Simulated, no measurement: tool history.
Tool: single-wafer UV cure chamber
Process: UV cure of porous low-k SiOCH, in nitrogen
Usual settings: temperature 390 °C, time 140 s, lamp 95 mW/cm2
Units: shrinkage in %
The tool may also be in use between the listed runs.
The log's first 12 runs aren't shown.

| run | hour | temperature | time | lamp | shrinkage |
|---|---|---|---|---|---|
| 13 | 767.9 | 390 | 140 | 95 | 11.73 |
| 14 | 833.9 | 390 | 115 | 95 | 10.249 |
|  | 898.6 | quartz window cleaned |
| 15 | 899.1 | 390 | 115 | 95 | 11.32 |
| 16 | 940 | 390 | 115 | 95 | 11.352 |
| 17 | 1004.7 | 390 | 140 | 95 | 11.906 |
| 18 | 1037.4 | 390 | 140 | 95 | 11.997 |
| 19 | 1068.9 | 390 | 140 | 95 | 11.81 |
| 20 | 1132.3 | 390 | 140 | 95 | 11.923 |
| 21 | 1196.7 | 390 | 140 | 95 | 11.505 |
| 22 | 1226.9 | 397 | 140 | 108 | 12.436 |
|  | 1256.7 | UV bulbs replaced |
| 23 | 1257.2 | 390 | 140 | 110 | 12.545 |
| 24 | 1282.4 | 399 | 210 | 95 | 13.775 |
|  | 1298.3 | quartz window cleaned |
| 25 | 1353.3 | 390 | 140 | 131 | 14.176 |
| 26 | 1418.5 | 399 | 200 | 59 | 11.779 |
| 27 | 1449.7 | 390 | 140 | 95 | 11.856 |
| 28 | 1485.2 | 390 | 140 | 95 | 11.96 |
| 29 | 1545.6 | 383 | 185 | 95 | 13.177 |
| 30 | 1572 | 390 | 140 | 95 | 11.819 |
| 31 | 1634.4 | 390 | 85 | 95 | 8.857 |
| 32 | 1704.7 | 409 | 215 | 125 | 15.552 |
|  | 1772.5 | quartz window cleaned |
| 33 | 1776.4 | 397 | 210 | 81 | 13.802 |

Forecast run 34:
| 34 | 1801.7 | 390 | 140 | 79 | ? |

Run 34 gave shrinkage 11.254 %.
Without the tool's hidden state the same run would have given shrinkage 11.489 %.

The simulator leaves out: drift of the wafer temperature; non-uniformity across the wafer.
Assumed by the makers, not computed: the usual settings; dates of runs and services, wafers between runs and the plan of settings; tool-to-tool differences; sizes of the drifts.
